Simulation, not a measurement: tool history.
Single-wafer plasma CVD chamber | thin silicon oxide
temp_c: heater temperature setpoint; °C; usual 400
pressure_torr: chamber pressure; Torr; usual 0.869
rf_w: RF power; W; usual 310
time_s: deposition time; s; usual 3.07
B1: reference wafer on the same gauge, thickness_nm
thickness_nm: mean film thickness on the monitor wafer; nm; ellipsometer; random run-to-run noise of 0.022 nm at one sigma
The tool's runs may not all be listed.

run 1 hour=0 | temp_c=400 pressure_torr=0.869 rf_w=310 time_s=3.07 | B1=6.433 | thickness_nm=5.595
run 2 hour=24.5 | temp_c=400 pressure_torr=0.869 rf_w=310 time_s=3.07 | B1=6.453 | thickness_nm=5.604
run 3 hour=47 | temp_c=397 pressure_torr=0.869 rf_w=310 time_s=3.07 | B1=6.456 | thickness_nm=5.631
run 4 hour=75.8 | temp_c=397 pressure_torr=0.869 rf_w=310 time_s=3.07 | B1=6.444 | thickness_nm=5.602
run 5 hour=106.3 | temp_c=400 pressure_torr=0.869 rf_w=310 time_s=3.07 | B1=6.442 | thickness_nm=5.553
run 6 hour=122.1 | temp_c=400 pressure_torr=0.869 rf_w=310 time_s=3.07 | B1=6.441 | thickness_nm=5.53
run 7 hour=152.8 | temp_c=400 pressure_torr=0.869 rf_w=310 time_s=3.07 | B1=6.436 | thickness_nm=5.567
run 8 hour=186.9 | temp_c=400 pressure_torr=0.869 rf_w=310 time_s=3.07 | B1=6.433 | thickness_nm=5.526
run 9 hour=212.2 | temp_c=400 pressure_torr=0.869 rf_w=310 time_s=3.07 | B1=6.438 | thickness_nm=5.91
run 10 hour=226.2 | temp_c=400 pressure_torr=0.869 rf_w=310 time_s=3.07 | B1=6.446 | thickness_nm=5.858
run 11 hour=261.9 | temp_c=391 pressure_torr=0.869 rf_w=310 time_s=3.07 | B1=6.433 | thickness_nm=5.886
run 12 hour=277.5 | temp_c=400 pressure_torr=0.869 rf_w=310 time_s=3.07 | B1=6.437 | thickness_nm=5.833
run 13 hour=307.5 | temp_c=400 pressure_torr=0.869 rf_w=310 time_s=3.07 | B1=6.431 | thickness_nm=5.833
run 14 hour=328.8 | temp_c=389 pressure_torr=0.869 rf_w=265 time_s=3.07 | B1=6.445 | thickness_nm=5.396
run 15 hour=363 | temp_c=400 pressure_torr=0.869 rf_w=310 time_s=3.48 | B1=6.433 | thickness_nm=6.95
run 16 hour=387.6 | temp_c=414 pressure_torr=0.869 rf_w=325 time_s=3.07 | B1=6.437 | thickness_nm=6.194
run 17 hour=422 | temp_c=400 pressure_torr=0.869 rf_w=310 time_s=3.07 | B1=6.447 | thickness_nm=6.086
run 18 hour=438.9 | temp_c=400 pressure_torr=0.869 rf_w=310 time_s=3.48 | B1=6.442 | thickness_nm=6.878
run 19 hour=476.8 | temp_c=400 pressure_torr=0.71 rf_w=310 time_s=3.49 | B1=6.442 | thickness_nm=5.879
run 20 hour=502.3 | temp_c=407 pressure_torr=1.036 rf_w=345 time_s=2.54 | B1=6.45 | thickness_nm=5.93
run 21 hour=526 | temp_c=393 pressure_torr=1.012 rf_w=285 time_s=3.07 | B1=6.451 | thickness_nm=6.492
run 22 hour=549.1 | temp_c=400 pressure_torr=0.869 rf_w=310 time_s=3.07 | B1=6.447 | thickness_nm=5.979
run 23 hour=584.5 | temp_c=400 pressure_torr=0.869 rf_w=310 time_s=3.07 | B1=6.436 | thickness_nm=5.994
run 24 hour=598.4 | temp_c=393 pressure_torr=0.869 rf_w=265 time_s=2.9 | B1=6.44 | thickness_nm=5.29
run 25 hour=617.8 | temp_c=411 pressure_torr=0.735 rf_w=310 time_s=2.46 | B1=6.445 | thickness_nm=4.188
run 26 hour=633.8 | temp_c=400 pressure_torr=1.045 rf_w=345 time_s=3.07 | B1=6.447 | thickness_nm=7.179
run 27 hour=665.6 | temp_c=400 pressure_torr=0.869 rf_w=355 time_s=3.07 | B1=6.444 | thickness_nm=6.387
run 28 hour=690.4 | temp_c=400 pressure_torr=0.869 rf_w=280 time_s=3.07 | B1=6.434 | thickness_nm=5.661
run 29 hour=703.5 | temp_c=400 pressure_torr=0.869 rf_w=310 time_s=3.07 | B1=6.442 | thickness_nm=5.993
run 30 hour=727 | temp_c=410 pressure_torr=0.869 rf_w=310 time_s=3.07 | B1=6.453 | thickness_nm=5.921

The log once held 5 entries between its listed runs, left out of this copy. Where does each go, and what is different about the tool's unlogged condition between the listed run before it and the listed run after it?
After run 4, before run 5: gauge calibrated (hour 105.5)
  delivered RF power above the setpoint (%): -8.97 -> -9.09; true pressure above the setpoint (%): -7.72 -> -7.92
  measured value less the no-hidden-state value, thickness_nm: -0.616 -> -0.625 nm
After run 8, before run 9: capacitance manometer re-zeroed and calibrated (hour 211.7)
  delivered RF power above the setpoint (%): -9.41 -> -9.51; true pressure above the setpoint (%): -8.47 -> -0.189
  measured value less the no-hidden-state value, thickness_nm: -0.662 -> -0.3 nm
After run 14, before run 15: RF generator calibrated (hour 346.7)
  delivered RF power above the setpoint (%): -9.97 -> -0.786; true pressure above the setpoint (%): -0.973 -> -1.2
  measured value less the no-hidden-state value, thickness_nm: -0.353 -> -0.086 nm
After run 18, before run 19: showerhead replaced (hour 450.7); thermocouple changed; heater temperature recalibrated (hour 476.3)
  delivered RF power above the setpoint (%): -1.09 -> -1.24; true pressure above the setpoint (%): -1.71 -> -1.97
  measured value less the no-hidden-state value, thickness_nm: -0.121 -> -0.137 nm
